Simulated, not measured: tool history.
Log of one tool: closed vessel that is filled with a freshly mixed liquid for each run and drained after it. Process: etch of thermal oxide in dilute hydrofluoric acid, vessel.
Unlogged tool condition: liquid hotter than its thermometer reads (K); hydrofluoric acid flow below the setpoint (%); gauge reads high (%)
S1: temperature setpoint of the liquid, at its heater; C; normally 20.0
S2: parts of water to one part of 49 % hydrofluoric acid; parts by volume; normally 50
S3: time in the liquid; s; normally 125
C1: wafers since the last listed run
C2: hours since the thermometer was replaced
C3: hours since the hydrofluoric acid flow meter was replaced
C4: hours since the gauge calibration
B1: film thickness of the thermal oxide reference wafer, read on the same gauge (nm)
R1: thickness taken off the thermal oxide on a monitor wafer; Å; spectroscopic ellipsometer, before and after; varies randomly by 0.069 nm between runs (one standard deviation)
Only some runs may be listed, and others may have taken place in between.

run 1 day=0.000 | S1=20.0 S2=50 S3=125 | C1=0 C2=303.5 C3=436.6 C4=295.4 | B1=60.00 | R1=94.5
run 2 day=5.108 | S1=20.0 S2=50 S3=125 | C1=14697 C2=426.1 C3=559.2 C4=418.0 | B1=59.99 | R1=95.5
run 3 day=6.288 | S1=20.0 S2=50 S3=125 | C1=3392 C2=454.4 C3=587.5 C4=446.3 | B1=60.00 | R1=95.4
-- day=7.254 thermometer replaced
run 4 day=8.917 | S1=20.0 S2=50 S3=125 | C1=7444 C2=39.9 C3=650.6 C4=509.4 | B1=59.94 | R1=95.0
run 5 day=10.321 | S1=20.0 S2=50 S3=125 | C1=4039 C2=73.6 C3=684.3 C4=543.1 | B1=59.99 | R1=94.7
run 6 day=11.933 | S1=20.0 S2=50 S3=125 | C1=4639 C2=112.3 C3=723.0 C4=581.8 | B1=59.98 | R1=94.5
run 7 day=13.729 | S1=20.0 S2=50 S3=125 | C1=5166 C2=155.4 C3=766.1 C4=624.9 | B1=59.99 | R1=94.2
-- day=15.221 hydrofluoric acid flow meter replaced
run 8 day=16.658 | S1=20.0 S2=50 S3=155 | C1=8307 C2=225.7 C3=34.5 C4=695.2 | B1=59.97 | R1=119.1
run 9 day=18.525 | S1=20.0 S2=50 S3=125 | C1=5370 C2=270.5 C3=79.3 C4=740.0 | B1=59.99 | R1=94.6
run 10 day=20.742 | S1=20.0 S2=50 S3=125 | C1=6377 C2=323.7 C3=132.5 C4=793.2 | B1=60.06 | R1=93.9
-- day=22.900 gauge calibrated
run 11 day=23.592 | S1=20.0 S2=50 S3=125 | C1=8199 C2=392.1 C3=200.9 C4=16.6 | B1=59.99 | R1=92.7
run 12 day=25.154 | S1=20.0 S2=50 S3=125 | C1=4495 C2=429.6 C3=238.4 C4=54.1 | B1=60.02 | R1=93.9
run 13 day=26.171 | S1=20.0 S2=50 S3=125 | C1=2925 C2=454.0 C3=262.8 C4=78.5 | B1=59.99 | R1=94.7
-- day=28.850 thermometer replaced
run 14 day=28.950 | S1=20.0 S2=50 S3=125 | C1=7875 C2=2.4 C3=329.5 C4=145.2 | B1=60.04 | R1=93.8
run 15 day=31.308 | S1=25.0 S2=50 S3=175 | C1=6785 C2=59.0 C3=386.1 C4=201.8 | B1=59.98 | R1=164.1
run 16 day=32.954 | S1=24.0 S2=70 S3=95 | C1=4735 C2=98.5 C3=425.6 C4=241.3 | B1=60.02 | R1=59.8
run 17 day=35.692 | S1=20.0 S2=50 S3=165 | C1=7875 C2=164.2 C3=491.3 C4=307.0 | B1=59.97 | R1=123.8
run 18 day=37.738 | S1=17.5 S2=35 S3=95 | C1=5886 C2=213.3 C3=540.4 C4=356.1 | B1=59.98 | R1=93.0
run 19 day=39.796 | S1=18.5 S2=50 S3=150 | C1=5921 C2=262.7 C3=589.8 C4=405.5 | B1=60.03 | R1=107.9
run 20 day=40.829 | S1=20.0 S2=50 S3=190 | C1=2972 C2=287.5 C3=614.6 C4=430.3 | B1=59.99 | R1=143.5
run 21 day=42.542 | S1=25.0 S2=65 S3=125 | C1=4926 C2=328.6 C3=655.7 C4=471.4 | B1=60.00 | R1=88.2
run 22 day=43.792 | S1=20.0 S2=50 S3=125 | C1=3596 C2=358.6 C3=685.7 C4=501.4 | B1=59.96 | R1=95.5
run 23 day=46.096 | S1=24.5 S2=50 S3=145 | C1=6629 C2=413.9 C3=741.0 C4=556.7 | B1=59.95 | R1=130.4
-- day=48.542 thermometer replaced
run 24 day=49.171 | S1=20.0 S2=50 S3=125 | C1=8727 C2=15.1 C3=814.8 C4=630.5 | B1=60.02 | R1=94.8

Each row is a separate what-if for the run after 24, all from the same tool condition, not one after another. Results?
run A day=49.200 | S1=20.0 S2=50 S3=125 | C1=83 C2=15.8 C3=815.5 C4=631.2 | B1=? | R1=?
run B day=49.200 | S1=24.0 S2=35 S3=160 | C1=83 C2=15.8 C3=815.5 C4=631.2 | B1=? | R1=?
run C day=49.200 | S1=17.0 S2=70 S3=125 | C1=83 C2=15.8 C3=815.5 C4=631.2 | B1=? | R1=?

run=A B1=60.01 R1=95.3
run=B B1=60.01 R1=210.2
run=C B1=60.01 R1=58.5
Without the tool's hidden state the same runs would have given:
run=A R1=95.3
run=B R1=210.2
run=C R1=58.5
